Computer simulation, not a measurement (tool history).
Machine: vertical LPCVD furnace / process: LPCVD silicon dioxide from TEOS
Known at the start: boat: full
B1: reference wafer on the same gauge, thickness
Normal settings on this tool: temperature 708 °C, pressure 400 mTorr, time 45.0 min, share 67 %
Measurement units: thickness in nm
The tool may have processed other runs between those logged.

run 1 day=0.000 | temperature=708 pressure=400 time=45.0 share=67 | B1=385.02 | thickness=499.13
run 2 day=1.950 | temperature=708 pressure=400 time=45.0 share=67 | B1=384.90 | thickness=497.35
run 3 day=4.429 | temperature=708 pressure=400 time=45.0 share=67 | B1=385.06 | thickness=497.88
run 4 day=6.712 | temperature=708 pressure=400 time=45.0 share=67 | B1=385.03 | thickness=497.63
run 5 day=9.662 | temperature=708 pressure=400 time=56.5 share=67 | B1=385.01 | thickness=625.69
run 6 day=11.012 | temperature=708 pressure=400 time=56.5 share=67 | B1=385.00 | thickness=626.96
-- day=12.696 TEOS flow controller replaced
run 7 day=13.154 | temperature=708 pressure=400 time=56.5 share=67 | B1=384.95 | thickness=626.18
run 8 day=15.638 | temperature=708 pressure=400 time=45.0 share=67 | B1=385.30 | thickness=497.35
-- day=17.100 pressure gauge zeroed
run 9 day=17.121 | temperature=719 pressure=400 time=45.0 share=67 | B1=385.15 | thickness=623.08
run 10 day=19.217 | temperature=711 pressure=450 time=59.5 share=78 | B1=385.09 | thickness=785.53
run 11 day=21.500 | temperature=708 pressure=400 time=45.0 share=67 | B1=385.13 | thickness=486.52

What does the tool deliver on the next run?
-- day=23.896 thermocouples replaced and temperature profile calibrated
run 12 day=23.917 | temperature=708 pressure=315 time=50.0 share=67 | B1=? | thickness=?

{"run 12": {"B1": 385.2, "thickness": 465.72}}
Minus the tool's unlogged condition, the same run would have read thickness 463.08 nm.
